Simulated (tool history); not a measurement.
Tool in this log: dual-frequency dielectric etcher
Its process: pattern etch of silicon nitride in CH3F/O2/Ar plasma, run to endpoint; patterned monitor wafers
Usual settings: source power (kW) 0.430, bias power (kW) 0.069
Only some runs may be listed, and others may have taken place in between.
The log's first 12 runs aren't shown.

run     day  source power (kW)  bias power (kW)  wafers since the last listed run  hours since the last wet clean  hours since the last source power generator calibration  hours since the last bias power generator calibration  hours since the last upper electrode change  incoming incoming film thickness, nm  endpoint time (s)
 13  28.325              0.510            0.069                               528                           456.5                                                    236.8                                                  434.5                                        680.3                                 27.07               33.0
 14  29.629              0.430            0.069                               485                           487.8                                                    268.1                                                  465.8                                        711.6                                 27.06               34.3
     30.700  -- wet clean of the chamber
 15  32.125              0.380            0.057                               556                            34.2                                                    328.0                                                  525.7                                        771.5                                 27.08               38.1
 16  40.721              0.530            0.074                              3198                           240.5                                                    534.3                                                  732.0                                        977.8                                 27.35               30.2
 17  41.850              0.540            0.069                               420                           267.6                                                    561.4                                                  759.1                                       1004.9                                 26.94               31.0
 18  44.754              0.360            0.056                              1080                           337.3                                                    631.1                                                  828.8                                       1074.6                                 27.05               40.7
 19  46.375              0.430            0.069                               603                           376.2                                                    670.0                                                  867.7                                       1113.5                                 27.47               34.4
 20  47.462              0.430            0.069                               404                           402.3                                                    696.1                                                  893.8                                       1139.6                                 26.79               33.3
 21  48.508              0.430            0.055                               389                           427.4                                                    721.2                                                  918.9                                       1164.7                                 27.12               38.8
 22  50.046              0.430            0.069                               572                           464.3                                                    758.1                                                  955.8                                       1201.6                                 27.16               34.3
 23  52.908              0.470            0.058                              1064                           533.0                                                    826.8                                                 1024.5                                       1270.3                                 26.92               36.1
     58.079  -- wet clean of the chamber
 24  58.100              0.430            0.074                              1559                             0.5                                                    951.4                                                 1149.1                                       1394.9                                 27.00               31.7
 25  59.650              0.430            0.078                               576                            37.7                                                    988.6                                                 1186.3                                       1432.1                                 27.00               31.2
 26  62.050              0.430            0.082                               892                            95.3                                                   1046.2                                                 1243.9                                       1489.7                                 27.07               30.6
 27  70.483              0.500            0.083                              3137                           297.7                                                   1248.6                                                 1446.3                                       1692.1                                 27.19               29.9
 28  73.179              0.390            0.057                              1002                           362.4                                                   1313.3                                                 1511.0                                       1756.8                                 27.29               39.7
 29  75.725              0.430            0.052                               947                           423.5                                                   1374.4                                                 1572.1                                       1817.9                                 27.18               40.6
 30  78.000              0.460            0.069                               846                           478.1                                                   1429.0                                                 1626.7                                       1872.5                                 27.06               33.8
 31  80.150              0.480            0.076                               799                           529.7                                                   1480.6                                                 1678.3                                       1924.1                                 27.15               32.1
     82.100  -- wet clean of the chamber
 32  82.121              0.430            0.069                               361                             0.5                                                   1527.9                                                 1725.6                                       1971.4                                 26.89               32.5
 33  82.775              0.430            0.079                               243                            16.2                                                   1543.6                                                 1741.3                                       1987.1                                 27.35               30.8
 34  83.988              0.390            0.080                               451                            45.3                                                   1572.7                                                 1770.4                                       2016.2                                 27.18               31.8

Consider 5 possible next runs. They are alternatives, not a sequence: every one starts from the tool as it was left by run 34. What does each give?
  A  84.004              0.430            0.059                                 6                            45.7                                                   1573.1                                                 1770.8                                       2016.6                                 27.32                  ?
  B  84.004              0.430            0.076                                 6                            45.7                                                   1573.1                                                 1770.8                                       2016.6                                 27.32                  ?
  C  84.004              0.520            0.063                                 6                            45.7                                                   1573.1                                                 1770.8                                       2016.6                                 27.32                  ?
  D  84.004              0.360            0.086                                 6                            45.7                                                   1573.1                                                 1770.8                                       2016.6                                 27.32                  ?
  E  84.004              0.400            0.069                                 6                            45.7                                                   1573.1                                                 1770.8                                       2016.6                                 27.32                  ?

run  endpoint time (s)
  A               36.4
  B               31.7
  C               33.0
  D               31.4
  E               34.2
Without the tool's hidden state the same runs would have given:
run  endpoint time (s)
  A               36.4
  B               31.7
  C               33.0
  D               31.4
  E               34.2
